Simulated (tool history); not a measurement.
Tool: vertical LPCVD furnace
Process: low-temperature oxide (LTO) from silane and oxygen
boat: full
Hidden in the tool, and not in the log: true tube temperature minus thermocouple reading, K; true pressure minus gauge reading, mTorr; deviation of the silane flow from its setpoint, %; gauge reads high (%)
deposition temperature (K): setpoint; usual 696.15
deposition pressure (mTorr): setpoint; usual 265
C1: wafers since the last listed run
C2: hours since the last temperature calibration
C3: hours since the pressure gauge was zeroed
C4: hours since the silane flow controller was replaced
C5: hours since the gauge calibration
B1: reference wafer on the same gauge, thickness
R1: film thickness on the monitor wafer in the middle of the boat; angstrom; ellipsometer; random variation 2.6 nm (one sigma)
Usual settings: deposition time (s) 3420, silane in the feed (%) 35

run 1 hour=0.0 | deposition_temperature_(K)=696.15 deposition_pressure_(mTorr)=265 deposition_time_(s)=3420 silane_in_the_feed_(%)=35 | C1=0 C2=2633.7 C3=2583.3 C4=6302.8 C5=673.0 | B1=770.65 | R1=6798.0
run 2 hour=51.1 | deposition_temperature_(K)=699.15 deposition_pressure_(mTorr)=265 deposition_time_(s)=3900 silane_in_the_feed_(%)=35 | C1=619 C2=2684.8 C3=2634.4 C4=6353.9 C5=724.1 | B1=771.77 | R1=7968.9
run 3 hour=92.0 | deposition_temperature_(K)=699.15 deposition_pressure_(mTorr)=265 deposition_time_(s)=3900 silane_in_the_feed_(%)=35 | C1=495 C2=2725.7 C3=2675.3 C4=6394.8 C5=765.0 | B1=770.38 | R1=8043.9
run 4 hour=164.8 | deposition_temperature_(K)=699.15 deposition_pressure_(mTorr)=265 deposition_time_(s)=3900 silane_in_the_feed_(%)=35 | C1=882 C2=2798.5 C3=2748.1 C4=6467.6 C5=837.8 | B1=770.66 | R1=7960.1
run 5 hour=250.6 | deposition_temperature_(K)=696.15 deposition_pressure_(mTorr)=265 deposition_time_(s)=3420 silane_in_the_feed_(%)=35 | C1=1040 C2=2884.3 C3=2833.9 C4=6553.4 C5=923.6 | B1=770.77 | R1=6752.2
run 6 hour=299.5 | deposition_temperature_(K)=696.15 deposition_pressure_(mTorr)=265 deposition_time_(s)=3420 silane_in_the_feed_(%)=35 | C1=592 C2=2933.2 C3=2882.8 C4=6602.3 C5=972.5 | B1=769.79 | R1=6741.7
run 7 hour=354.9 | deposition_temperature_(K)=696.15 deposition_pressure_(mTorr)=265 deposition_time_(s)=2430 silane_in_the_feed_(%)=35 | C1=671 C2=2988.6 C3=2938.2 C4=6657.7 C5=1027.9 | B1=770.77 | R1=4802.5
run 8 hour=394.3 | deposition_temperature_(K)=696.15 deposition_pressure_(mTorr)=265 deposition_time_(s)=2430 silane_in_the_feed_(%)=35 | C1=477 C2=3028.0 C3=2977.6 C4=6697.1 C5=1067.3 | B1=770.04 | R1=4770.8
run 9 hour=449.0 | deposition_temperature_(K)=696.15 deposition_pressure_(mTorr)=265 deposition_time_(s)=2430 silane_in_the_feed_(%)=35 | C1=663 C2=3082.7 C3=3032.3 C4=6751.8 C5=1122.0 | B1=769.91 | R1=4754.9
-- hour=571.8 thermocouples replaced and temperature profile calibrated
run 10 hour=572.3 | deposition_temperature_(K)=690.15 deposition_pressure_(mTorr)=265 deposition_time_(s)=3420 silane_in_the_feed_(%)=35 | C1=1203 C2=0.5 C3=3155.6 C4=6875.1 C5=1245.3 | B1=770.39 | R1=6299.6
-- hour=737.6 pressure gauge zeroed
run 11 hour=864.7 | deposition_temperature_(K)=696.15 deposition_pressure_(mTorr)=300 deposition_time_(s)=3420 silane_in_the_feed_(%)=31 | C1=3253 C2=292.9 C3=127.1 C4=7167.5 C5=1537.7 | B1=770.38 | R1=6669.6
-- hour=872.0 gauge calibrated
-- hour=910.6 silane flow controller replaced
run 12 hour=931.6 | deposition_temperature_(K)=696.15 deposition_pressure_(mTorr)=265 deposition_time_(s)=3420 silane_in_the_feed_(%)=35 | C1=520 C2=359.8 C3=194.0 C4=21.0 C5=59.6 | B1=771.16 | R1=6900.3
run 13 hour=1034.0 | deposition_temperature_(K)=703.15 deposition_pressure_(mTorr)=265 deposition_time_(s)=3420 silane_in_the_feed_(%)=35 | C1=1241 C2=462.2 C3=296.4 C4=123.4 C5=162.0 | B1=771.40 | R1=7431.9
run 14 hour=1073.4 | deposition_temperature_(K)=687.15 deposition_pressure_(mTorr)=290 deposition_time_(s)=2760 silane_in_the_feed_(%)=39 | C1=477 C2=501.6 C3=335.8 C4=162.8 C5=201.4 | B1=771.92 | R1=6367.3
run 15 hour=1168.7 | deposition_temperature_(K)=696.15 deposition_pressure_(mTorr)=265 deposition_time_(s)=3420 silane_in_the_feed_(%)=28 | C1=1155 C2=596.9 C3=431.1 C4=258.1 C5=296.7 | B1=771.40 | R1=5124.5
run 16 hour=1231.8 | deposition_temperature_(K)=696.15 deposition_pressure_(mTorr)=265 deposition_time_(s)=3420 silane_in_the_feed_(%)=35 | C1=764 C2=660.0 C3=494.2 C4=321.2 C5=359.8 | B1=771.64 | R1=6907.9
run 17 hour=1310.1 | deposition_temperature_(K)=703.15 deposition_pressure_(mTorr)=265 deposition_time_(s)=4080 silane_in_the_feed_(%)=35 | C1=949 C2=738.3 C3=572.5 C4=399.5 C5=438.1 | B1=770.22 | R1=8860.5
run 18 hour=1359.2 | deposition_temperature_(K)=696.15 deposition_pressure_(mTorr)=305 deposition_time_(s)=3420 silane_in_the_feed_(%)=29 | C1=595 C2=787.4 C3=621.6 C4=448.6 C5=487.2 | B1=771.23 | R1=6149.4
run 19 hour=1432.7 | deposition_temperature_(K)=696.15 deposition_pressure_(mTorr)=265 deposition_time_(s)=2910 silane_in_the_feed_(%)=29 | C1=890 C2=860.9 C3=695.1 C4=522.1 C5=560.7 | B1=771.72 | R1=4557.6
run 20 hour=1516.0 | deposition_temperature_(K)=685.15 deposition_pressure_(mTorr)=305 deposition_time_(s)=2670 silane_in_the_feed_(%)=35 | C1=1009 C2=944.2 C3=778.4 C4=605.4 C5=644.0 | B1=771.28 | R1=5513.6
run 21 hour=1560.0 | deposition_temperature_(K)=699.15 deposition_pressure_(mTorr)=265 deposition_time_(s)=3900 silane_in_the_feed_(%)=35 | C1=533 C2=988.2 C3=822.4 C4=649.4 C5=688.0 | B1=771.37 | R1=8101.7
run 22 hour=1604.1 | deposition_temperature_(K)=696.15 deposition_pressure_(mTorr)=330 deposition_time_(s)=4110 silane_in_the_feed_(%)=28 | C1=534 C2=1032.3 C3=866.5 C4=693.5 C5=732.1 | B1=771.30 | R1=7609.1

What the log doesn't show, run by run:
true tube temperature minus thermocouple reading, K: 0 in every run
deviation of the silane flow from its setpoint, %: 0 in every run
gauge reads high (%): 0 in every run
H1: true pressure minus gauge reading, mTorr
run=1 H1=-4.11
run=2 H1=-4.36
run=3 H1=-4.55
run=4 H1=-4.91
run=5 H1=-5.35
run=6 H1=-5.61
run=7 H1=-5.9
run=8 H1=-6.11
run=9 H1=-6.41
run=10 H1=-7.11
run=11 H1=0.434
run=12 H1=0.414
run=13 H1=0.369
run=14 H1=0.346
run=15 H1=0.279
run=16 H1=0.226
run=17 H1=0.15
run=18 H1=0.0961
run=19 H1=0.0078
run=20 H1=-0.104
run=21 H1=-0.168
run=22 H1=-0.236
